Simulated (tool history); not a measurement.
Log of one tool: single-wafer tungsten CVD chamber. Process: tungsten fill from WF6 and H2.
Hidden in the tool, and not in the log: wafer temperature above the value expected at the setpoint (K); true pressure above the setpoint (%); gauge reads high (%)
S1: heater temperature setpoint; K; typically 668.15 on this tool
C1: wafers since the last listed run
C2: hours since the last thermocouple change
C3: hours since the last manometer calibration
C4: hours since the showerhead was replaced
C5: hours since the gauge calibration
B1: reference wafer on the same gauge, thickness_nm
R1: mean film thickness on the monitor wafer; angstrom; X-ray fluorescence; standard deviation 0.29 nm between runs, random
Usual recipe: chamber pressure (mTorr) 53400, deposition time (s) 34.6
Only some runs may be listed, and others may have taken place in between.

{"run": 1, "hour": 0.0, "S1": 660.15, "chamber pressure (mTorr)": 60200, "deposition time (s)": 34.6, "C1": 0, "C2": 1297.5, "C3": 818.4, "C4": 7118.8, "C5": 297.4, "B1": 106.993, "R1": 1029.68}
{"run": 2, "hour": 7.5, "S1": 668.15, "chamber pressure (mTorr)": 53400, "deposition time (s)": 32.1, "C1": 149, "C2": 1305.0, "C3": 825.9, "C4": 7126.3, "C5": 304.9, "B1": 107.004, "R1": 1040.13}
{"run": 3, "hour": 18.0, "S1": 668.15, "chamber pressure (mTorr)": 53400, "deposition time (s)": 32.1, "C1": 209, "C2": 1315.5, "C3": 836.4, "C4": 7136.8, "C5": 315.4, "B1": 106.967, "R1": 1047.25}
{"run": 4, "hour": 28.3, "S1": 660.15, "chamber pressure (mTorr)": 53400, "deposition time (s)": 34.6, "C1": 205, "C2": 1325.8, "C3": 846.7, "C4": 7147.1, "C5": 325.7, "B1": 107.0, "R1": 988.16}
{"run": 5, "hour": 81.8, "S1": 660.15, "chamber pressure (mTorr)": 53400, "deposition time (s)": 34.6, "C1": 1069, "C2": 1379.3, "C3": 900.2, "C4": 7200.6, "C5": 379.2, "B1": 106.984, "R1": 987.07}
{"run": 6, "hour": 92.9, "S1": 660.15, "chamber pressure (mTorr)": 53400, "deposition time (s)": 34.6, "C1": 221, "C2": 1390.4, "C3": 911.3, "C4": 7211.7, "C5": 390.3, "B1": 107.009, "R1": 981.66}
{"run": 7, "hour": 107.3, "S1": 668.15, "chamber pressure (mTorr)": 53400, "deposition time (s)": 34.6, "C1": 287, "C2": 1404.8, "C3": 925.7, "C4": 7226.1, "C5": 404.7, "B1": 106.978, "R1": 1130.04}
{"hour": 108.6, "done": "gauge calibrated"}
{"run": 8, "hour": 122.1, "S1": 668.15, "chamber pressure (mTorr)": 53400, "deposition time (s)": 34.6, "C1": 295, "C2": 1419.6, "C3": 940.5, "C4": 7240.9, "C5": 13.5, "B1": 107.032, "R1": 1125.84}
{"run": 9, "hour": 128.5, "S1": 668.15, "chamber pressure (mTorr)": 53400, "deposition time (s)": 34.6, "C1": 127, "C2": 1426.0, "C3": 946.9, "C4": 7247.3, "C5": 19.9, "B1": 106.981, "R1": 1129.52}
{"hour": 148.5, "done": "thermocouple changed; heater temperature recalibrated"}
{"run": 10, "hour": 149.0, "S1": 668.15, "chamber pressure (mTorr)": 48100, "deposition time (s)": 34.6, "C1": 249, "C2": 0.5, "C3": 967.4, "C4": 7267.8, "C5": 40.4, "B1": 107.04, "R1": 1080.32}
{"run": 11, "hour": 152.6, "S1": 668.15, "chamber pressure (mTorr)": 48100, "deposition time (s)": 34.6, "C1": 71, "C2": 4.1, "C3": 971.0, "C4": 7271.4, "C5": 44.0, "B1": 107.004, "R1": 1079.33}
{"run": 12, "hour": 165.8, "S1": 673.15, "chamber pressure (mTorr)": 53400, "deposition time (s)": 34.6, "C1": 263, "C2": 17.3, "C3": 984.2, "C4": 7284.6, "C5": 57.2, "B1": 106.978, "R1": 1223.11}
{"run": 13, "hour": 172.6, "S1": 673.15, "chamber pressure (mTorr)": 53400, "deposition time (s)": 34.6, "C1": 135, "C2": 24.1, "C3": 991.0, "C4": 7291.4, "C5": 64.0, "B1": 106.927, "R1": 1223.9}
{"run": 14, "hour": 184.5, "S1": 673.15, "chamber pressure (mTorr)": 53400, "deposition time (s)": 34.6, "C1": 237, "C2": 36.0, "C3": 1002.9, "C4": 7303.3, "C5": 75.9, "B1": 106.994, "R1": 1223.97}
{"hour": 199.3, "done": "capacitance manometer re-zeroed and calibrated"}
{"run": 15, "hour": 199.8, "S1": 668.15, "chamber pressure (mTorr)": 53400, "deposition time (s)": 30.0, "C1": 145, "C2": 51.3, "C3": 0.5, "C4": 7318.6, "C5": 91.2, "B1": 107.021, "R1": 977.34}
{"run": 16, "hour": 209.1, "S1": 679.15, "chamber pressure (mTorr)": 60800, "deposition time (s)": 34.6, "C1": 185, "C2": 60.6, "C3": 9.8, "C4": 7327.9, "C5": 100.5, "B1": 107.053, "R1": 1409.25}
{"run": 17, "hour": 224.9, "S1": 668.15, "chamber pressure (mTorr)": 53400, "deposition time (s)": 34.6, "C1": 315, "C2": 76.4, "C3": 25.6, "C4": 7343.7, "C5": 116.3, "B1": 106.978, "R1": 1128.31}
{"run": 18, "hour": 238.4, "S1": 668.15, "chamber pressure (mTorr)": 53400, "deposition time (s)": 34.6, "C1": 269, "C2": 89.9, "C3": 39.1, "C4": 7357.2, "C5": 129.8, "B1": 106.99, "R1": 1126.72}
{"run": 19, "hour": 249.4, "S1": 653.15, "chamber pressure (mTorr)": 45500, "deposition time (s)": 28.3, "C1": 219, "C2": 100.9, "C3": 50.1, "C4": 7368.2, "C5": 140.8, "B1": 107.064, "R1": 671.23}
{"run": 20, "hour": 263.2, "S1": 659.15, "chamber pressure (mTorr)": 53400, "deposition time (s)": 28.8, "C1": 275, "C2": 114.7, "C3": 63.9, "C4": 7382.0, "C5": 154.6, "B1": 106.995, "R1": 803.66}
{"run": 21, "hour": 276.9, "S1": 668.15, "chamber pressure (mTorr)": 63100, "deposition time (s)": 34.6, "C1": 273, "C2": 128.4, "C3": 77.6, "C4": 7395.7, "C5": 168.3, "B1": 106.999, "R1": 1199.69}
{"run": 22, "hour": 292.4, "S1": 668.15, "chamber pressure (mTorr)": 53400, "deposition time (s)": 34.6, "C1": 309, "C2": 143.9, "C3": 93.1, "C4": 7411.2, "C5": 183.8, "B1": 107.012, "R1": 1132.92}
{"run": 23, "hour": 303.4, "S1": 668.15, "chamber pressure (mTorr)": 53400, "deposition time (s)": 34.6, "C1": 219, "C2": 154.9, "C3": 104.1, "C4": 7422.2, "C5": 194.8, "B1": 107.018, "R1": 1128.16}
{"run": 24, "hour": 317.9, "S1": 668.15, "chamber pressure (mTorr)": 53400, "deposition time (s)": 34.6, "C1": 289, "C2": 169.4, "C3": 118.6, "C4": 7436.7, "C5": 209.3, "B1": 107.041, "R1": 1122.15}
{"hour": 332.1, "done": "showerhead replaced"}
{"run": 25, "hour": 332.6, "S1": 678.15, "chamber pressure (mTorr)": 53400, "deposition time (s)": 37.5, "C1": 133, "C2": 184.1, "C3": 133.3, "C4": 0.5, "C5": 224.0, "B1": 107.019, "R1": 1437.13}
{"run": 26, "hour": 341.7, "S1": 681.15, "chamber pressure (mTorr)": 58600, "deposition time (s)": 28.0, "C1": 181, "C2": 193.2, "C3": 142.4, "C4": 9.6, "C5": 233.1, "B1": 106.985, "R1": 1153.83}
{"run": 27, "hour": 357.3, "S1": 659.15, "chamber pressure (mTorr)": 53400, "deposition time (s)": 28.8, "C1": 311, "C2": 208.8, "C3": 158.0, "C4": 25.2, "C5": 248.7, "B1": 106.977, "R1": 806.05}
{"run": 28, "hour": 374.2, "S1": 674.15, "chamber pressure (mTorr)": 43300, "deposition time (s)": 34.6, "C1": 337, "C2": 225.7, "C3": 174.9, "C4": 42.1, "C5": 265.6, "B1": 106.944, "R1": 1156.1}
{"run": 29, "hour": 385.4, "S1": 660.15, "chamber pressure (mTorr)": 64800, "deposition time (s)": 30.3, "C1": 223, "C2": 236.9, "C3": 186.1, "C4": 53.3, "C5": 276.8, "B1": 107.008, "R1": 924.86}
{"run": 30, "hour": 394.2, "S1": 655.15, "chamber pressure (mTorr)": 62900, "deposition time (s)": 30.5, "C1": 175, "C2": 245.7, "C3": 194.9, "C4": 62.1, "C5": 285.6, "B1": 106.972, "R1": 840.56}
{"run": 31, "hour": 405.5, "S1": 660.15, "chamber pressure (mTorr)": 62000, "deposition time (s)": 32.7, "C1": 225, "C2": 257.0, "C3": 206.2, "C4": 73.4, "C5": 296.9, "B1": 107.045, "R1": 977.79}
{"run": 32, "hour": 414.5, "S1": 668.15, "chamber pressure (mTorr)": 53400, "deposition time (s)": 31.7, "C1": 179, "C2": 266.0, "C3": 215.2, "C4": 82.4, "C5": 305.9, "B1": 107.014, "R1": 1037.02}
{"run": 33, "hour": 429.0, "S1": 661.15, "chamber pressure (mTorr)": 40200, "deposition time (s)": 37.6, "C1": 289, "C2": 280.5, "C3": 229.7, "C4": 96.9, "C5": 320.4, "B1": 107.022, "R1": 990.17}
{"run": 34, "hour": 438.1, "S1": 668.15, "chamber pressure (mTorr)": 53400, "deposition time (s)": 34.6, "C1": 181, "C2": 289.6, "C3": 238.8, "C4": 106.0, "C5": 329.5, "B1": 107.012, "R1": 1128.03}
{"run": 35, "hour": 452.1, "S1": 661.15, "chamber pressure (mTorr)": 58600, "deposition time (s)": 29.0, "C1": 279, "C2": 303.6, "C3": 252.8, "C4": 120.0, "C5": 343.5, "B1": 106.956, "R1": 864.2}

Run-by-run hidden state of the tool:
wafer temperature above the value expected at the setpoint (K): 0, the same for each run
true pressure above the setpoint (%): 0, the same for each run
gauge reads high (%): 0, the same for each run
